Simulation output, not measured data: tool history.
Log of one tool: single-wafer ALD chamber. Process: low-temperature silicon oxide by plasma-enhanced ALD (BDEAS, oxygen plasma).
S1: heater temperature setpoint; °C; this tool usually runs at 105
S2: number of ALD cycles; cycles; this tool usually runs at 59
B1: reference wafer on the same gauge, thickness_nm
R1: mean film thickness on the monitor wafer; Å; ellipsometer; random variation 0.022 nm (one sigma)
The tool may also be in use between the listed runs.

{"run": 1, "hour": 0.0, "S1": 105, "S2": 59, "B1": 8.143, "R1": 85.97}
{"run": 2, "hour": 87.5, "S1": 105, "S2": 59, "B1": 8.145, "R1": 86.36}
{"run": 3, "hour": 168.6, "S1": 105, "S2": 59, "B1": 8.158, "R1": 86.27}
{"run": 4, "hour": 241.0, "S1": 105, "S2": 59, "B1": 8.168, "R1": 86.16}
{"run": 5, "hour": 315.5, "S1": 105, "S2": 59, "B1": 8.183, "R1": 86.4}
{"run": 6, "hour": 357.0, "S1": 105, "S2": 59, "B1": 8.19, "R1": 86.61}
{"run": 7, "hour": 411.4, "S1": 105, "S2": 59, "B1": 8.199, "R1": 86.83}
{"run": 8, "hour": 476.9, "S1": 105, "S2": 68, "B1": 8.226, "R1": 100.13}
{"run": 9, "hour": 560.6, "S1": 114, "S2": 59, "B1": 8.254, "R1": 85.78}
{"hour": 560.7, "done": "gauge calibrated"}
{"run": 10, "hour": 659.9, "S1": 109, "S2": 66, "B1": 8.14, "R1": 95.83}
{"run": 11, "hour": 711.6, "S1": 116, "S2": 66, "B1": 8.138, "R1": 94.76}
{"run": 12, "hour": 778.5, "S1": 96, "S2": 65, "B1": 8.146, "R1": 96.84}
{"run": 13, "hour": 852.7, "S1": 105, "S2": 69, "B1": 8.161, "R1": 100.76}
{"hour": 918.1, "done": "thermocouple changed; heater temperature recalibrated"}
{"run": 14, "hour": 918.6, "S1": 105, "S2": 59, "B1": 8.175, "R1": 86.44}
{"run": 15, "hour": 996.2, "S1": 118, "S2": 49, "B1": 8.199, "R1": 70.74}
{"run": 16, "hour": 1092.6, "S1": 97, "S2": 63, "B1": 8.222, "R1": 94.78}
{"run": 17, "hour": 1188.7, "S1": 105, "S2": 59, "B1": 8.263, "R1": 87.59}

Predict each of these 5 candidate next runs independently; none follows another, all start after run 17:
{"run": "A", "hour": 1189.2, "S1": 105, "S2": 59, "B1": "?", "R1": "?"}
{"run": "B", "hour": 1189.2, "S1": 111, "S2": 59, "B1": "?", "R1": "?"}
{"run": "C", "hour": 1189.2, "S1": 112, "S2": 50, "B1": "?", "R1": "?"}
{"run": "D", "hour": 1189.2, "S1": 98, "S2": 59, "B1": "?", "R1": "?"}
{"run": "E", "hour": 1189.2, "S1": 97, "S2": 55, "B1": "?", "R1": "?"}

run=A B1=8.254 R1=87.49
run=B B1=8.254 R1=86.65
run=C B1=8.254 R1=73.31
run=D B1=8.254 R1=88.66
run=E B1=8.254 R1=82.91
Without the tool's hidden state the same runs would have given:
run=A R1=86.07
run=B R1=85.24
run=C R1=72.12
run=D R1=87.22
run=E R1=81.56
